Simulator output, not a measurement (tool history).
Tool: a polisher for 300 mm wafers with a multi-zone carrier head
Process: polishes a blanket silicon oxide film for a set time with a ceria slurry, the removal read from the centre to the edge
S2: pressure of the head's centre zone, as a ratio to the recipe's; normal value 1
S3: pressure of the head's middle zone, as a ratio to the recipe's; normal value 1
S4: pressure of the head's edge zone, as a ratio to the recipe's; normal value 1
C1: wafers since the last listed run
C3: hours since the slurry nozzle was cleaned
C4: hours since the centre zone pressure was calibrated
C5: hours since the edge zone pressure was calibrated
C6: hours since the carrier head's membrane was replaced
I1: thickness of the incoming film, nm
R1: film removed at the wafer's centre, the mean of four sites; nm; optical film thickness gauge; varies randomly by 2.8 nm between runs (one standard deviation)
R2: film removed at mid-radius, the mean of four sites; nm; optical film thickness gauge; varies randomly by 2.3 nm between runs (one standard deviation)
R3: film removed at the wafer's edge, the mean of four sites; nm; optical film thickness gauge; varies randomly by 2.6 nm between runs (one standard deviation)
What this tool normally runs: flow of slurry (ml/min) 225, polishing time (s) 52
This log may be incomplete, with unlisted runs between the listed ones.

Run 1, hour 0: usual settings but S3 0.94; C1 0; wafers polished on this pad 3812; C3 405.7; C4 376.3; C5 48; C6 305.8; I1 1112.2. Result: R1 348.1 nm, R2 322.5 nm, R3 347.9 nm.
At hour 18.5: centre zone pressure recalibrated.
Run 2, hour 54.7: usual settings; C1 616; wafers polished on this pad 4428; C3 460.4; C4 36.2; C5 102.7; C6 360.5; I1 1100.4. Result: R1 336.1 nm, R2 341 nm, R3 347.1 nm.
Run 3, hour 88.1: usual settings but flow of slurry (ml/min) 160, S2 1.05, polishing time (s) 64; C1 390; wafers polished on this pad 4819; C3 493.8; C4 69.6; C5 136.1; C6 393.9; I1 1109.6. Result: R1 404.3 nm, R2 399.9 nm, R3 406 nm.
At hour 94.6: worn pad replaced by a new one.
Run 4, hour 121.5: usual settings but flow of slurry (ml/min) 175, S4 0.93; C1 343; wafers polished on this pad 315; C3 527.2; C4 103; C5 169.5; C6 427.3; I1 1110. Result: R1 323.1 nm, R2 326.2 nm, R3 327.6 nm.
Run 5, hour 189.5: usual settings but flow of slurry (ml/min) 180, S2 1.06, S3 0.94, polishing time (s) 64; C1 795; wafers polished on this pad 1110; C3 595.2; C4 171; C5 237.5; C6 495.3; I1 1092.5. Result: R1 407.5 nm, R2 377.2 nm, R3 415.1 nm.
Run 6, hour 250.4: usual settings; C1 712; wafers polished on this pad 1823; C3 656.1; C4 231.9; C5 298.4; C6 556.2; I1 1116. Result: R1 338.6 nm, R2 335.5 nm, R3 344.4 nm.
Run 7, hour 278.4: usual settings but S3 0.94; C1 327; wafers polished on this pad 2150; C3 684.1; C4 259.9; C5 326.4; C6 584.2; I1 1104.1. Result: R1 337.9 nm, R2 318.5 nm, R3 347.1 nm.
Run 8, hour 309.5: usual settings but S4 0.91; C1 363; wafers polished on this pad 2514; C3 715.2; C4 291; C5 357.5; C6 615.3; I1 1108.2. Result: R1 337 nm, R2 331.8 nm, R3 329.9 nm.
Run 9, hour 354.1: usual settings but S2 0.92, S3 1.1, S4 0.95, polishing time (s) 38; C1 521; wafers polished on this pad 3036; C3 759.8; C4 335.6; C5 402.1; C6 659.9; I1 1124. Result: R1 238.1 nm, R2 266.1 nm, R3 245.5 nm.
At hour 420: centre zone pressure recalibrated.
At hour 442: slurry nozzle cleaned.
At hour 550.9: edge zone pressure recalibrated.
Run 10, hour 563.7: usual settings but flow of slurry (ml/min) 295, S3 0.92, S4 1.06; C1 2393; wafers polished on this pad 5430; C3 121.7; C4 143.7; C5 12.8; C6 869.5; I1 1104.6. Result: R1 354.7 nm, R2 331.9 nm, R3 367.2 nm.
At hour 577.8: worn pad replaced by a new one.
Run 11, hour 619.8: usual settings; C1 609; wafers polished on this pad 491; C3 177.8; C4 199.8; C5 68.9; C6 925.6; I1 1111.8. Result: R1 353.3 nm, R2 340.7 nm, R3 348.7 nm.
Run 12, hour 657.8: usual settings; C1 444; wafers polished on this pad 936; C3 215.8; C4 237.8; C5 106.9; C6 963.6; I1 1119.7. Result: R1 351.4 nm, R2 339.7 nm, R3 346.6 nm.
Run 13, hour 715.2: usual settings; C1 671; wafers polished on this pad 1608; C3 273.2; C4 295.2; C5 164.3; C6 1021; I1 1117.4. Result: R1 350.4 nm, R2 339.8 nm, R3 345.2 nm.
Run 14, hour 747.5: usual settings but S4 0.95, polishing time (s) 44; C1 377; wafers polished on this pad 1986; C3 305.5; C4 327.5; C5 196.6; C6 1053.3; I1 1106.4. Result: R1 295.7 nm, R2 287.4 nm, R3 285.1 nm.
Run 15, hour 793: usual settings but flow of slurry (ml/min) 180, S3 1.05; C1 532; wafers polished on this pad 2518; C3 351; C4 373; C5 242.1; C6 1098.8; I1 1112.7. Result: R1 338.9 nm, R2 341.2 nm, R3 333.2 nm.
Run 16, hour 819.1: usual settings; C1 305; wafers polished on this pad 2823; C3 377.1; C4 399.1; C5 268.2; C6 1124.9; I1 1122.2. Result: R1 352.6 nm, R2 338.1 nm, R3 347.2 nm.
Run 17, hour 853.2: usual settings; C1 398; wafers polished on this pad 3222; C3 411.2; C4 433.2; C5 302.3; C6 1159; I1 1094.8. Result: R1 354.4 nm, R2 336.9 nm, R3 345.2 nm.
Run 18, hour 914.9: usual settings but flow of slurry (ml/min) 255, S2 0.88; C1 721; wafers polished on this pad 3944; C3 472.9; C4 494.9; C5 364; C6 1220.7; I1 1121.4. Result: R1 344.8 nm, R2 340.8 nm, R3 349.8 nm.
At hour 921: centre zone pressure recalibrated.
Run 19, hour 964: usual settings but flow of slurry (ml/min) 180, S4 1.08; C1 551; wafers polished on this pad 4495; C3 522; C4 43; C5 413.1; C6 1269.8; I1 1108. Result: R1 315.9 nm, R2 319.3 nm, R3 343.2 nm.
Run 20, hour 1031.3: usual settings but flow of slurry (ml/min) 150, S3 1.08, polishing time (s) 68; C1 787; wafers polished on this pad 5283; C3 589.3; C4 110.3; C5 480.4; C6 1337.1; I1 1120.4. Result: R1 408.5 nm, R2 435.4 nm, R3 422.6 nm.
At hour 1042: worn pad replaced by a new one.
Run 21, hour 1097.9: usual settings but flow of slurry (ml/min) 190, polishing time (s) 47; C1 732; wafers polished on this pad 654; C3 655.9; C4 176.9; C5 547; C6 1403.7; I1 1098.6. Result: R1 291.8 nm, R2 293.3 nm, R3 303.7 nm.

Each row is a separate what-if for the run after 21, all from the same tool condition, not one after another. Results?
Run A, hour 1098.3: usual settings; C1 4; wafers polished on this pad 658; C3 656.3; C4 177.3; C5 547.4; C6 1404.1; I1 1110.8. Result: R1 ?, R2 ?, R3 ?.
Run B, hour 1098.3: usual settings but S2 0.96, S3 0.89, S4 0.94, polishing time (s) 61; C1 4; wafers polished on this pad 658; C3 656.3; C4 177.3; C5 547.4; C6 1404.1; I1 1110.8. Result: R1 ?, R2 ?, R3 ?.
Run C, hour 1098.3: usual settings but flow of slurry (ml/min) 195, S3 1.09, S4 0.97, polishing time (s) 69; C1 4; wafers polished on this pad 658; C3 656.3; C4 177.3; C5 547.4; C6 1404.1; I1 1110.8. Result: R1 ?, R2 ?, R3 ?.
Run D, hour 1098.3: usual settings but S3 0.89, polishing time (s) 63; C1 4; wafers polished on this pad 658; C3 656.3; C4 177.3; C5 547.4; C6 1404.1; I1 1110.8. Result: R1 ?, R2 ?, R3 ?.
Run E, hour 1098.3: usual settings but S2 0.96, S3 1.1, S4 1.05; C1 4; wafers polished on this pad 658; C3 656.3; C4 177.3; C5 547.4; C6 1404.1; I1 1110.8. Result: R1 ?, R2 ?, R3 ?.

run     R1     R2     R3
  A  338.9  330.7  336.5
  B  386.7  351.9  386.2
  C  439.4  462.3  434.2
  D  410.3  363.4  408.3
  E  330.2  358.6  342.5
With no hidden state in the tool, these same runs would have given:
run     R1     R2     R3
  A  358.4  352.4  352.5
  B  408.9  375.1  404.6
  C  468.3  496.1    457
  D  433.8  387.3  427.8
  E  349.1  382.2  358.8
